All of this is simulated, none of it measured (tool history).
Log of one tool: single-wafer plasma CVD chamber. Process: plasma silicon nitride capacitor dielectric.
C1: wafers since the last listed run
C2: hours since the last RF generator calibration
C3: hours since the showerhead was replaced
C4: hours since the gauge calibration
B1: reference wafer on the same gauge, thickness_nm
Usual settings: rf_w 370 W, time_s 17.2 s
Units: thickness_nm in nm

{"run": 1, "hour": 0.0, "rf_w": 410, "time_s": 17.2, "C1": 0, "C2": 214.1, "C3": 6825, "C4": 597.7, "B1": 25.074, "thickness_nm": 23.623}
{"run": 2, "hour": 61.1, "rf_w": 410, "time_s": 17.2, "C1": 1128, "C2": 275.2, "C3": 6886.1, "C4": 658.8, "B1": 25.08, "thickness_nm": 23.597}
{"run": 3, "hour": 127.6, "rf_w": 370, "time_s": 17.2, "C1": 1228, "C2": 341.7, "C3": 6952.6, "C4": 725.3, "B1": 25.112, "thickness_nm": 22.555}
{"run": 4, "hour": 154.4, "rf_w": 370, "time_s": 17.2, "C1": 494, "C2": 368.5, "C3": 6979.4, "C4": 752.1, "B1": 25.077, "thickness_nm": 22.579}
{"run": 5, "hour": 221.0, "rf_w": 370, "time_s": 17.2, "C1": 1230, "C2": 435.1, "C3": 7046, "C4": 818.7, "B1": 25.107, "thickness_nm": 22.57}
{"run": 6, "hour": 362.4, "rf_w": 370, "time_s": 16.5, "C1": 2611, "C2": 576.5, "C3": 7187.4, "C4": 960.1, "B1": 25.094, "thickness_nm": 21.657}
{"run": 7, "hour": 427.7, "rf_w": 370, "time_s": 16.5, "C1": 1205, "C2": 641.8, "C3": 7252.7, "C4": 1025.4, "B1": 25.087, "thickness_nm": 21.404}
{"run": 8, "hour": 452.2, "rf_w": 370, "time_s": 17.2, "C1": 452, "C2": 666.3, "C3": 7277.2, "C4": 1049.9, "B1": 25.043, "thickness_nm": 22.115}
{"run": 9, "hour": 483.9, "rf_w": 370, "time_s": 17.2, "C1": 585, "C2": 698, "C3": 7308.9, "C4": 1081.6, "B1": 25.132, "thickness_nm": 22.232}
{"hour": 499.0, "done": "showerhead replaced"}
{"run": 10, "hour": 535.4, "rf_w": 370, "time_s": 17.2, "C1": 803, "C2": 749.5, "C3": 36.4, "C4": 1133.1, "B1": 25.077, "thickness_nm": 22.484}
{"run": 11, "hour": 600.8, "rf_w": 370, "time_s": 17.2, "C1": 1207, "C2": 814.9, "C3": 101.8, "C4": 1198.5, "B1": 25.074, "thickness_nm": 22.186}
{"run": 12, "hour": 646.3, "rf_w": 370, "time_s": 17.2, "C1": 840, "C2": 860.4, "C3": 147.3, "C4": 1244, "B1": 25.15, "thickness_nm": 22.182}
{"run": 13, "hour": 695.3, "rf_w": 370, "time_s": 17.2, "C1": 904, "C2": 909.4, "C3": 196.3, "C4": 1293, "B1": 25.143, "thickness_nm": 22.006}
{"run": 14, "hour": 723.3, "rf_w": 370, "time_s": 17.2, "C1": 517, "C2": 937.4, "C3": 224.3, "C4": 1321, "B1": 25.114, "thickness_nm": 22.455}
{"run": 15, "hour": 756.0, "rf_w": 370, "time_s": 13.8, "C1": 603, "C2": 970.1, "C3": 257, "C4": 1353.7, "B1": 25.084, "thickness_nm": 17.814}
{"run": 16, "hour": 785.0, "rf_w": 330, "time_s": 20.5, "C1": 535, "C2": 999.1, "C3": 286, "C4": 1382.7, "B1": 25.076, "thickness_nm": 24.927}
{"run": 17, "hour": 855.2, "rf_w": 410, "time_s": 14.1, "C1": 1296, "C2": 1069.3, "C3": 356.2, "C4": 1452.9, "B1": 25.158, "thickness_nm": 18.783}
{"hour": 899.8, "done": "gauge calibrated"}
{"run": 18, "hour": 916.1, "rf_w": 445, "time_s": 19.9, "C1": 1124, "C2": 1130.2, "C3": 417.1, "C4": 16.3, "B1": 25.098, "thickness_nm": 27.776}
{"run": 19, "hour": 953.8, "rf_w": 370, "time_s": 17.2, "C1": 696, "C2": 1167.9, "C3": 454.8, "C4": 54, "B1": 25.071, "thickness_nm": 22.135}
{"hour": 1016.1, "done": "RF generator calibrated"}
{"run": 20, "hour": 1024.8, "rf_w": 370, "time_s": 17.2, "C1": 1163, "C2": 8.7, "C3": 525.8, "C4": 125, "B1": 25.097, "thickness_nm": 22.59}
{"run": 21, "hour": 1076.0, "rf_w": 370, "time_s": 17.2, "C1": 945, "C2": 59.9, "C3": 577, "C4": 176.2, "B1": 25.084, "thickness_nm": 22.724}
{"run": 22, "hour": 1103.0, "rf_w": 370, "time_s": 18.2, "C1": 498, "C2": 86.9, "C3": 604, "C4": 203.2, "B1": 25.086, "thickness_nm": 24.026}
{"run": 23, "hour": 1169.8, "rf_w": 400, "time_s": 13.9, "C1": 1233, "C2": 153.7, "C3": 670.8, "C4": 270, "B1": 25.128, "thickness_nm": 19.065}
{"run": 24, "hour": 1234.9, "rf_w": 330, "time_s": 17.2, "C1": 1202, "C2": 218.8, "C3": 735.9, "C4": 335.1, "B1": 25.112, "thickness_nm": 21.452}
{"run": 25, "hour": 1290.0, "rf_w": 330, "time_s": 17.2, "C1": 1017, "C2": 273.9, "C3": 791, "C4": 390.2, "B1": 25.106, "thickness_nm": 21.46}
{"run": 26, "hour": 1356.2, "rf_w": 370, "time_s": 18.7, "C1": 1222, "C2": 340.1, "C3": 857.2, "C4": 456.4, "B1": 25.087, "thickness_nm": 24.683}
{"run": 27, "hour": 1413.6, "rf_w": 325, "time_s": 19.7, "C1": 1060, "C2": 397.5, "C3": 914.6, "C4": 513.8, "B1": 25.093, "thickness_nm": 24.243}
{"run": 28, "hour": 1451.6, "rf_w": 370, "time_s": 17.2, "C1": 701, "C2": 435.5, "C3": 952.6, "C4": 551.8, "B1": 25.136, "thickness_nm": 22.424}
{"run": 29, "hour": 1520.4, "rf_w": 390, "time_s": 14.6, "C1": 1270, "C2": 504.3, "C3": 1021.4, "C4": 620.6, "B1": 25.107, "thickness_nm": 19.634}

Forecast each of these 4 alternatives for the next run:
{"run": "A", "hour": 1520.8, "rf_w": 370, "time_s": 19.5, "C1": 7, "C2": 504.7, "C3": 1021.8, "C4": 621, "B1": "?", "thickness_nm": "?"}
{"run": "B", "hour": 1520.8, "rf_w": 340, "time_s": 16.1, "C1": 7, "C2": 504.7, "C3": 1021.8, "C4": 621, "B1": "?", "thickness_nm": "?"}
{"run": "C", "hour": 1520.8, "rf_w": 320, "time_s": 17.2, "C1": 7, "C2": 504.7, "C3": 1021.8, "C4": 621, "B1": "?", "thickness_nm": "?"}
{"run": "D", "hour": 1520.8, "rf_w": 335, "time_s": 20.3, "C1": 7, "C2": 504.7, "C3": 1021.8, "C4": 621, "B1": "?", "thickness_nm": "?"}

run=A B1=25.1 thickness_nm=25.354
run=B B1=25.1 thickness_nm=20.181
run=C B1=25.1 thickness_nm=20.982
run=D B1=25.1 thickness_nm=25.279
Without the tool's hidden state the same runs would have given:
run=A thickness_nm=25.655
run=B thickness_nm=20.421
run=C thickness_nm=21.232
run=D thickness_nm=25.579
